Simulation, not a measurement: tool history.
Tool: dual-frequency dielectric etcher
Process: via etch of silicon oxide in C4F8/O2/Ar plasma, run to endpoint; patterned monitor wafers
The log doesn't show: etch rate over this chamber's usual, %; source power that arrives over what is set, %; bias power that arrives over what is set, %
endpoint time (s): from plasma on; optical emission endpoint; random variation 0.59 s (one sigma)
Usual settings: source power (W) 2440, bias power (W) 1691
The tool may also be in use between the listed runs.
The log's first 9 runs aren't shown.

| run | day | source power (W) | bias power (W) | wafers since the last listed run | hours since the last wet clean | hours since the last source power generator calibration | hours since the last bias power generator calibration | hours since the last upper electrode change | incoming incoming film thickness, nm | endpoint time (s) |
|---|---|---|---|---|---|---|---|---|---|---|
| 10 | 6.188 | 2440 | 1804 | 58 | 436.2 | 1935.5 | 2437.8 | 66.9 | 963.4 | 171.9 |
| 11 | 6.904 | 2440 | 1804 | 105 | 453.4 | 1952.7 | 2455.0 | 84.1 | 975.9 | 175.8 |
|  | 7.512 | source power generator calibrated |
| 12 | 7.596 | 2440 | 1691 | 77 | 470.0 | 2.0 | 2471.6 | 100.7 | 965.0 | 176.3 |
| 13 | 8.067 | 2440 | 1691 | 69 | 481.3 | 13.3 | 2482.9 | 112.0 | 958.3 | 175.6 |
| 14 | 8.633 | 2440 | 1691 | 83 | 494.9 | 26.9 | 2496.5 | 125.6 | 973.9 | 177.6 |
| 15 | 8.979 | 2440 | 1691 | 50 | 503.2 | 35.2 | 2504.8 | 133.9 | 969.5 | 176.6 |
| 16 | 9.300 | 2440 | 1691 | 47 | 510.9 | 42.9 | 2512.5 | 141.6 | 972.7 | 176.5 |
| 17 | 9.975 | 2930 | 1952 | 99 | 527.1 | 59.1 | 2528.7 | 157.8 | 966.3 | 160.5 |
| 18 | 10.679 | 2060 | 1875 | 103 | 544.0 | 76.0 | 2545.6 | 174.7 | 971.6 | 185.0 |
| 19 | 10.971 | 2000 | 1397 | 42 | 551.0 | 83.0 | 2552.6 | 181.7 | 960.5 | 198.1 |
|  | 11.562 | bias power generator calibrated |
|  | 12.162 | wet clean of the chamber |
| 20 | 12.183 | 2440 | 1691 | 65 | 0.5 | 112.1 | 14.9 | 210.8 | 961.3 | 169.2 |

The next listed run, before its measurement:
| 21 | 12.200 | 2440 | 1691 | 2 | 0.9 | 112.5 | 15.3 | 211.2 | 965.1 | ? |

{"run 21": {"endpoint time (s)": 170.6}}
Without the tool's hidden state the same run would have given endpoint time (s) 170.5.
